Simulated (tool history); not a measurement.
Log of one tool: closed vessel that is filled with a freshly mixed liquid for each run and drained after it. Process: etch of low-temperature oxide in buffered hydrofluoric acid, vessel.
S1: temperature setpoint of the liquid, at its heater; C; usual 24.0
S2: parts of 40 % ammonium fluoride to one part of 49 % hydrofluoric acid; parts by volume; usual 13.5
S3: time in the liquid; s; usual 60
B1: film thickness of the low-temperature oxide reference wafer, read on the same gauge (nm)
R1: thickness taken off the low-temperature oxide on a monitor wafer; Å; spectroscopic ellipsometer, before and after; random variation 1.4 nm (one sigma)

run,hour,S1,S2,S3,B1,R1
1,0.0,24.0,11.0,60,110.00,2179.3
2,16.0,24.0,13.5,60,109.96,1793.1
3,24.9,24.0,13.5,60,110.00,1811.7
4,34.9,24.0,15.0,60,110.00,1582.9
5,43.1,24.0,15.0,60,110.02,1617.8
6,91.9,24.0,15.0,60,109.99,1599.3
7,100.8,27.0,10.5,60,109.99,2698.9
# hour 139.2: gauge calibrated
8,140.6,24.0,13.5,60,110.01,1775.7
# hour 151.2: thermometer replaced
9,155.6,20.5,8.0,60,110.00,2743.6
10,166.2,21.0,8.5,80,109.99,3589.7
11,176.9,24.0,16.0,80,110.00,2340.7
12,183.8,22.5,16.0,80,109.99,2181.0
# hour 187.3: hydrofluoric acid flow meter replaced
13,190.6,24.0,13.5,60,109.99,2075.8
14,198.8,24.0,17.0,85,110.01,2328.0
15,211.3,24.0,9.5,75,110.00,3571.2
16,222.2,22.5,11.0,45,110.01,1747.3
17,234.6,24.0,13.5,60,109.96,2066.5
18,246.6,19.0,13.5,60,110.00,1572.3
19,287.8,25.5,11.0,75,110.00,3392.1
20,295.8,20.5,8.0,60,109.99,2781.0
21,308.7,27.5,17.0,70,110.00,2293.6
22,324.6,24.0,13.5,70,110.00,2365.8
23,340.1,24.0,17.0,85,110.01,2322.2
24,348.2,26.5,11.5,60,109.99,2734.0
25,357.9,24.0,10.0,60,110.00,2724.3
26,368.0,29.0,17.0,80,110.00,2849.6
27,383.4,27.0,13.5,60,110.01,2398.4
28,401.0,24.0,13.5,60,110.01,2031.9
29,411.4,21.0,9.0,45,110.00,1874.5
30,419.4,24.0,13.5,60,110.00,2030.5
31,435.3,24.0,19.0,85,109.99,2062.9

5 ways to go on from here, each from the tool as it stands after run 31. What would each give?
A,436.0,24.0,13.5,60,?,?
B,436.0,24.0,13.5,85,?,?
C,436.0,21.0,15.5,60,?,?
D,436.0,21.0,12.0,85,?,?
E,436.0,20.0,13.5,35,?,?

run,B1,R1
A,110.02,2061.5
B,110.02,2920.5
C,110.02,1524.8
D,110.02,2776.8
E,110.02,963.3
Without the tool's hidden state the same runs would have given:
run,R1
A,2108.2
B,2986.7
C,1560.0
D,2841.0
E,985.7
